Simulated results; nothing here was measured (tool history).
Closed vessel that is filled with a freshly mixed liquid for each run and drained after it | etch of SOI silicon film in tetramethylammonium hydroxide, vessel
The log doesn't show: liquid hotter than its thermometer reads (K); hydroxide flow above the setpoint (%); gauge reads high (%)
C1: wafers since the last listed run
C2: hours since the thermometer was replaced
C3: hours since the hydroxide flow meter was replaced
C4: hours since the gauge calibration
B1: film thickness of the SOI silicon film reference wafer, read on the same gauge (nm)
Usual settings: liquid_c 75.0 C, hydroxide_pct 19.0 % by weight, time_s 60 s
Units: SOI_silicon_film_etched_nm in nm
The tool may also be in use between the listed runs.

run 1 hour=0.0 | liquid_c=75.0 hydroxide_pct=19.0 time_s=60 | C1=0 C2=372.9 C3=1815.2 C4=219.1 | B1=90.00 | SOI_silicon_film_etched_nm=468.77
run 2 hour=17.9 | liquid_c=75.0 hydroxide_pct=19.0 time_s=60 | C1=2187 C2=390.8 C3=1833.1 C4=237.0 | B1=90.02 | SOI_silicon_film_etched_nm=472.81
run 3 hour=24.5 | liquid_c=75.0 hydroxide_pct=19.0 time_s=60 | C1=806 C2=397.4 C3=1839.7 C4=243.6 | B1=90.01 | SOI_silicon_film_etched_nm=469.18
run 4 hour=34.2 | liquid_c=75.0 hydroxide_pct=19.0 time_s=60 | C1=1185 C2=407.1 C3=1849.4 C4=253.3 | B1=89.96 | SOI_silicon_film_etched_nm=468.11
-- hour=45.4 gauge calibrated
run 5 hour=47.7 | liquid_c=75.0 hydroxide_pct=19.0 time_s=60 | C1=1649 C2=420.6 C3=1862.9 C4=2.3 | B1=90.00 | SOI_silicon_film_etched_nm=470.67
run 6 hour=57.1 | liquid_c=75.0 hydroxide_pct=19.0 time_s=60 | C1=1148 C2=430.0 C3=1872.3 C4=11.7 | B1=89.96 | SOI_silicon_film_etched_nm=472.34
run 7 hour=74.9 | liquid_c=75.0 hydroxide_pct=22.0 time_s=60 | C1=2174 C2=447.8 C3=1890.1 C4=29.5 | B1=89.99 | SOI_silicon_film_etched_nm=439.77
run 8 hour=86.5 | liquid_c=75.0 hydroxide_pct=22.0 time_s=60 | C1=1417 C2=459.4 C3=1901.7 C4=41.1 | B1=89.98 | SOI_silicon_film_etched_nm=436.11
run 9 hour=110.3 | liquid_c=75.0 hydroxide_pct=19.0 time_s=65 | C1=2908 C2=483.2 C3=1925.5 C4=64.9 | B1=89.99 | SOI_silicon_film_etched_nm=513.09
run 10 hour=119.2 | liquid_c=75.0 hydroxide_pct=19.0 time_s=65 | C1=1087 C2=492.1 C3=1934.4 C4=73.8 | B1=90.00 | SOI_silicon_film_etched_nm=509.47
run 11 hour=128.3 | liquid_c=75.0 hydroxide_pct=19.0 time_s=60 | C1=1111 C2=501.2 C3=1943.5 C4=82.9 | B1=90.00 | SOI_silicon_film_etched_nm=471.87
run 12 hour=141.0 | liquid_c=75.0 hydroxide_pct=19.0 time_s=60 | C1=1551 C2=513.9 C3=1956.2 C4=95.6 | B1=89.99 | SOI_silicon_film_etched_nm=470.84
-- hour=143.5 thermometer replaced
run 13 hour=148.5 | liquid_c=75.0 hydroxide_pct=19.0 time_s=60 | C1=794 C2=5.0 C3=1963.7 C4=103.1 | B1=89.98 | SOI_silicon_film_etched_nm=468.01
-- hour=155.2 hydroxide flow meter replaced
run 14 hour=160.8 | liquid_c=69.0 hydroxide_pct=15.5 time_s=30 | C1=1380 C2=17.3 C3=5.6 C4=115.4 | B1=89.97 | SOI_silicon_film_etched_nm=178.86
run 15 hour=175.3 | liquid_c=75.0 hydroxide_pct=19.0 time_s=60 | C1=1771 C2=31.8 C3=20.1 C4=129.9 | B1=90.00 | SOI_silicon_film_etched_nm=469.92
run 16 hour=187.6 | liquid_c=75.0 hydroxide_pct=19.0 time_s=60 | C1=1502 C2=44.1 C3=32.4 C4=142.2 | B1=89.98 | SOI_silicon_film_etched_nm=470.11
run 17 hour=199.0 | liquid_c=69.5 hydroxide_pct=19.0 time_s=85 | C1=1392 C2=55.5 C3=43.8 C4=153.6 | B1=90.01 | SOI_silicon_film_etched_nm=485.63
run 18 hour=211.0 | liquid_c=68.0 hydroxide_pct=14.0 time_s=90 | C1=1466 C2=67.5 C3=55.8 C4=165.6 | B1=90.03 | SOI_silicon_film_etched_nm=532.14
run 19 hour=224.0 | liquid_c=80.0 hydroxide_pct=22.0 time_s=60 | C1=1588 C2=80.5 C3=68.8 C4=178.6 | B1=89.98 | SOI_silicon_film_etched_nm=582.46
run 20 hour=230.5 | liquid_c=68.5 hydroxide_pct=14.0 time_s=30 | C1=794 C2=87.0 C3=75.3 C4=185.1 | B1=90.02 | SOI_silicon_film_etched_nm=182.37
run 21 hour=245.7 | liquid_c=71.0 hydroxide_pct=15.0 time_s=80 | C1=1857 C2=102.2 C3=90.5 C4=200.3 | B1=90.02 | SOI_silicon_film_etched_nm=544.11
run 22 hour=262.2 | liquid_c=79.0 hydroxide_pct=16.0 time_s=40 | C1=2016 C2=118.7 C3=107.0 C4=216.8 | B1=89.99 | SOI_silicon_film_etched_nm=420.01
run 23 hour=271.8 | liquid_c=71.5 hydroxide_pct=17.0 time_s=60 | C1=1172 C2=128.3 C3=116.6 C4=226.4 | B1=89.98 | SOI_silicon_film_etched_nm=402.42
run 24 hour=280.4 | liquid_c=71.5 hydroxide_pct=14.0 time_s=35 | C1=1050 C2=136.9 C3=125.2 C4=235.0 | B1=90.01 | SOI_silicon_film_etched_nm=253.82
run 25 hour=292.0 | liquid_c=70.5 hydroxide_pct=19.0 time_s=40 | C1=1417 C2=148.5 C3=136.8 C4=246.6 | B1=89.99 | SOI_silicon_film_etched_nm=240.77
run 26 hour=301.1 | liquid_c=82.0 hydroxide_pct=19.0 time_s=35 | C1=1111 C2=157.6 C3=145.9 C4=255.7 | B1=89.99 | SOI_silicon_film_etched_nm=405.97
run 27 hour=308.9 | liquid_c=70.0 hydroxide_pct=16.5 time_s=40 | C1=953 C2=165.4 C3=153.7 C4=263.5 | B1=90.01 | SOI_silicon_film_etched_nm=248.42
-- hour=319.9 gauge calibrated
run 28 hour=324.9 | liquid_c=75.0 hydroxide_pct=17.5 time_s=85 | C1=1954 C2=181.4 C3=169.7 C4=5.0 | B1=89.96 | SOI_silicon_film_etched_nm=684.34
run 29 hour=340.9 | liquid_c=78.0 hydroxide_pct=19.0 time_s=85 | C1=1954 C2=197.4 C3=185.7 C4=21.0 | B1=89.97 | SOI_silicon_film_etched_nm=792.89
run 30 hour=358.8 | liquid_c=71.0 hydroxide_pct=19.0 time_s=30 | C1=2187 C2=215.3 C3=203.6 C4=38.9 | B1=89.99 | SOI_silicon_film_etched_nm=186.70
run 31 hour=374.2 | liquid_c=75.0 hydroxide_pct=22.5 time_s=60 | C1=1881 C2=230.7 C3=219.0 C4=54.3 | B1=89.99 | SOI_silicon_film_etched_nm=427.42
run 32 hour=390.6 | liquid_c=68.0 hydroxide_pct=17.0 time_s=85 | C1=2003 C2=247.1 C3=235.4 C4=70.7 | B1=90.05 | SOI_silicon_film_etched_nm=463.90
run 33 hour=398.5 | liquid_c=75.0 hydroxide_pct=19.0 time_s=60 | C1=965 C2=255.0 C3=243.3 C4=78.6 | B1=89.98 | SOI_silicon_film_etched_nm=470.33
run 34 hour=410.3 | liquid_c=75.0 hydroxide_pct=23.0 time_s=80 | C1=1441 C2=266.8 C3=255.1 C4=90.4 | B1=89.97 | SOI_silicon_film_etched_nm=556.42

How the hidden state differs across the entries between the runs, from the last listed run before each to the first after it:
Between runs 4 and 5: gauge calibrated (hour 45.4)
  no hidden state differs between the two runs
Between runs 12 and 13: thermometer replaced (hour 143.5)
  no hidden state differs between the two runs
Between runs 13 and 14: hydroxide flow meter replaced (hour 155.2)
  no hidden state differs between the two runs
Between runs 27 and 28: gauge calibrated (hour 319.9)
  no hidden state differs between the two runs
